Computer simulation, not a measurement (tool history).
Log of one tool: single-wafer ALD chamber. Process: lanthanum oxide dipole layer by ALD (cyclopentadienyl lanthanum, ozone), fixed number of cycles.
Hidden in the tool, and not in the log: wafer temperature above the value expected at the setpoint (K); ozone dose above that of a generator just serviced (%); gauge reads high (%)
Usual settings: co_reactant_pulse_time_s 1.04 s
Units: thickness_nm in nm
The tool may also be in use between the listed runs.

run	hour	co_reactant_pulse_time_s	wafers since the last listed run	hours since the last thermocouple change	hours since the last ozone generator service	hours since the showerhead was replaced	hours since the gauge calibration	read-back reference wafer on the same gauge, thickness_nm	thickness_nm
1	0.0	1.20	0	1422.6	811.3	5643.1	29.6	0.44	0.497
2	17.9	1.20	227	1440.5	829.2	5661.0	47.5	0.44	0.500
3	35.0	1.20	217	1457.6	846.3	5678.1	64.6	0.44	0.498
4	70.8	1.16	455	1493.4	882.1	5713.9	100.4	0.44	0.496
5	88.5	1.16	225	1511.1	899.8	5731.6	118.1	0.44	0.494
6	114.4	1.04	329	1537.0	925.7	5757.5	144.0	0.44	0.477
7	139.9	1.04	324	1562.5	951.2	5783.0	169.5	0.44	0.474
8	160.9	1.04	267	1583.5	972.2	5804.0	190.5	0.44	0.475
9	183.8	1.04	291	1606.4	995.1	5826.9	213.4	0.44	0.475
10	208.1	1.04	309	1630.7	1019.4	5851.2	237.7	0.44	0.475
11	232.8	1.04	314	1655.4	1044.1	5875.9	262.4	0.44	0.473
12	248.5	0.75	199	1671.1	1059.8	5891.6	278.1	0.44	0.404
13	345.2	0.73	1231	1767.8	1156.5	5988.3	374.8	0.44	0.396
14	370.2	1.40	318	1792.8	1181.5	6013.3	399.8	0.44	0.517
15	389.4	1.19	244	1812.0	1200.7	6032.5	419.0	0.44	0.497
# hour 428.5: ozone generator serviced
16	429.0	1.31	402	1851.6	0.5	6072.1	458.6	0.44	0.522
# hour 445.9: gauge calibrated
# hour 457.5: showerhead replaced
17	502.0	1.04	827	1924.6	73.5	44.5	56.1	0.44	0.490
# hour 515.2: thermocouple changed; heater temperature recalibrated
18	527.9	0.90	227	12.7	99.4	70.4	82.0	0.44	0.457
19	552.2	1.35	309	37.0	123.7	94.7	106.3	0.44	0.522

The next listed run, before its measurement:
20	586.9	1.04	441	71.7	158.4	129.4	141.0	?	?

read-back reference wafer on the same gauge, thickness_nm: 0.44
thickness_nm: 0.485 nm
Without the tool's hidden state the same run would have given thickness_nm 0.488 nm.

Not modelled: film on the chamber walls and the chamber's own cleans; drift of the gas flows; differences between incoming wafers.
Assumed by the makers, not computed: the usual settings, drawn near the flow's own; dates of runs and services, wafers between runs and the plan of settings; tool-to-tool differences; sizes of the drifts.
